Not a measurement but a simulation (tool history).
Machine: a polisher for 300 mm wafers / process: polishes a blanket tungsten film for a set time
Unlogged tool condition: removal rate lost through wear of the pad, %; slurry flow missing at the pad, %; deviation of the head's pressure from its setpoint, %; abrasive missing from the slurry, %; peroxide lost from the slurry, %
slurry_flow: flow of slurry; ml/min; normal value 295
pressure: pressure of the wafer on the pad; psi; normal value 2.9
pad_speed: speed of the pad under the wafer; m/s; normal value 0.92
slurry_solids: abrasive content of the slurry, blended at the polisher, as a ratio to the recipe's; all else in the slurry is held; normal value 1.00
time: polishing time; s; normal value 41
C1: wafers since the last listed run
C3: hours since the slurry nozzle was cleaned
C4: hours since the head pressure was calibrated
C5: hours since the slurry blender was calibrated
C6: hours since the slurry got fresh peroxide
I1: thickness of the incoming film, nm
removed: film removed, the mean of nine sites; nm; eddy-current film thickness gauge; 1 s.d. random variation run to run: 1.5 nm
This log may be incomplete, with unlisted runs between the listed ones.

Run 1, day 0.000: usual settings; C1 0; wafers polished on this pad 222; C3 579.8; C4 149.1; C5 113.8; C6 116.6; I1 747.2. Result: removed 116.5 nm.
At day 0.500: slurry blender recalibrated.
At day 0.704: slurry tank refilled with fresh slurry and peroxide.
Run 2, day 1.250: usual settings; C1 337; wafers polished on this pad 559; C3 609.8; C4 179.1; C5 18.0; C6 13.1; I1 729.5. Result: removed 132.8 nm.
Run 3, day 1.758: usual settings; C1 152; wafers polished on this pad 712; C3 622.0; C4 191.3; C5 30.2; C6 25.3; I1 730.2. Result: removed 134.6 nm.
Run 4, day 2.404: usual settings; C1 193; wafers polished on this pad 905; C3 637.5; C4 206.8; C5 45.7; C6 40.8; I1 737.8. Result: removed 131.6 nm.
Run 5, day 3.046: usual settings but pad_speed 1.10 m/s; C1 192; wafers polished on this pad 1097; C3 652.9; C4 222.2; C5 61.1; C6 56.2; I1 735.1. Result: removed 147.7 nm.
At day 4.292: worn pad replaced by a new one.
Run 6, day 4.446: usual settings but pad_speed 1.10 m/s; C1 369; wafers polished on this pad 46; C3 686.5; C4 255.8; C5 94.7; C6 89.8; I1 741.0. Result: removed 140.8 nm.
At day 4.742: slurry blender recalibrated.
Run 7, day 5.083: usual settings but pressure 3.6 psi; C1 166; wafers polished on this pad 212; C3 701.8; C4 271.1; C5 8.2; C6 105.1; I1 729.2. Result: removed 165.2 nm.
Run 8, day 5.808: usual settings but pressure 3.6 psi; C1 217; wafers polished on this pad 429; C3 719.2; C4 288.5; C5 25.6; C6 122.5; I1 731.5. Result: removed 162.3 nm.
At day 6.367: slurry tank refilled with fresh slurry and peroxide.
Run 9, day 7.283: usual settings but pressure 3.6 psi; C1 429; wafers polished on this pad 859; C3 754.6; C4 323.9; C5 61.0; C6 22.0; I1 741.7. Result: removed 160.3 nm.
Run 10, day 8.471: usual settings but slurry_flow 375 ml/min; C1 355; wafers polished on this pad 1214; C3 783.1; C4 352.4; C5 89.5; C6 50.5; I1 725.5. Result: removed 128.0 nm.
At day 8.767: slurry blender recalibrated.
At day 9.429: worn pad replaced by a new one, of another model than before.
Run 11, day 9.567: usual settings; C1 253; wafers polished on this pad 41; C3 809.4; C4 378.7; C5 19.2; C6 76.8; I1 748.5. Result: removed 134.8 nm.
Run 12, day 11.067: usual settings but pressure 3.4 psi, slurry_solids 0.85; C1 449; wafers polished on this pad 490; C3 845.4; C4 414.7; C5 55.2; C6 112.8; I1 739.1. Result: removed 136.7 nm.
At day 11.242: slurry nozzle cleaned.
At day 11.688: slurry tank refilled with fresh slurry and peroxide.
Run 13, day 11.717: usual settings but pressure 2.2 psi, pad_speed 1.12 m/s, time 33 s; C1 169; wafers polished on this pad 660; C3 11.4; C4 430.3; C5 70.8; C6 0.7; I1 731.2. Result: removed 108.3 nm.
Run 14, day 12.683: usual settings but time 31 s; C1 289; wafers polished on this pad 950; C3 34.6; C4 453.5; C5 94.0; C6 23.9; I1 747.0. Result: removed 95.9 nm.
At day 13.783: slurry blender recalibrated.
Run 15, day 13.967: usual settings; C1 359; wafers polished on this pad 1309; C3 65.4; C4 484.3; C5 4.4; C6 54.7; I1 742.6. Result: removed 137.6 nm.
At day 14.579: worn pad replaced by a new one.
Run 16, day 14.600: usual settings but pressure 2.5 psi, pad_speed 0.70 m/s, slurry_solids 0.75, time 49 s; C1 139; wafers polished on this pad 6; C3 80.6; C4 499.5; C5 19.6; C6 69.9; I1 733.7. Result: removed 102.1 nm.
At day 14.762: head pressure recalibrated.
At day 16.221: slurry tank refilled with fresh slurry and peroxide.
At day 18.454: slurry blender recalibrated.
Run 17, day 18.475: usual settings but pressure 3.6 psi, pad_speed 0.70 m/s, slurry_solids 1.10; C1 1098; wafers polished on this pad 1104; C3 173.6; C4 89.1; C5 0.5; C6 54.1; I1 726.1. Result: removed 121.1 nm.
Run 18, day 18.954: usual settings but pressure 3.2 psi, pad_speed 0.64 m/s, time 50 s; C1 143; wafers polished on this pad 1248; C3 185.1; C4 100.6; C5 12.0; C6 65.6; I1 739.3. Result: removed 120.1 nm.
At day 19.942: worn pad replaced by a new one.
Run 19, day 19.962: usual settings but pad_speed 0.72 m/s; C1 252; wafers polished on this pad 5; C3 209.3; C4 124.8; C5 36.2; C6 89.8; I1 748.9. Result: removed 105.7 nm.

The same runs without the tool's hidden state, with the same run-to-run variation:
run  removed
  1    133.5
  2    133.4
  3    135.9
  4    134.2
  5    152.9
  6    153.8
  7    166.6
  8    164.6
  9    167.1
 10    139.5
 11    136.2
 12    141.3
 13    114.2
 14    105.4
 15    138.1
 16    102.8
 17    121.9
 18    121.0
 19    107.5
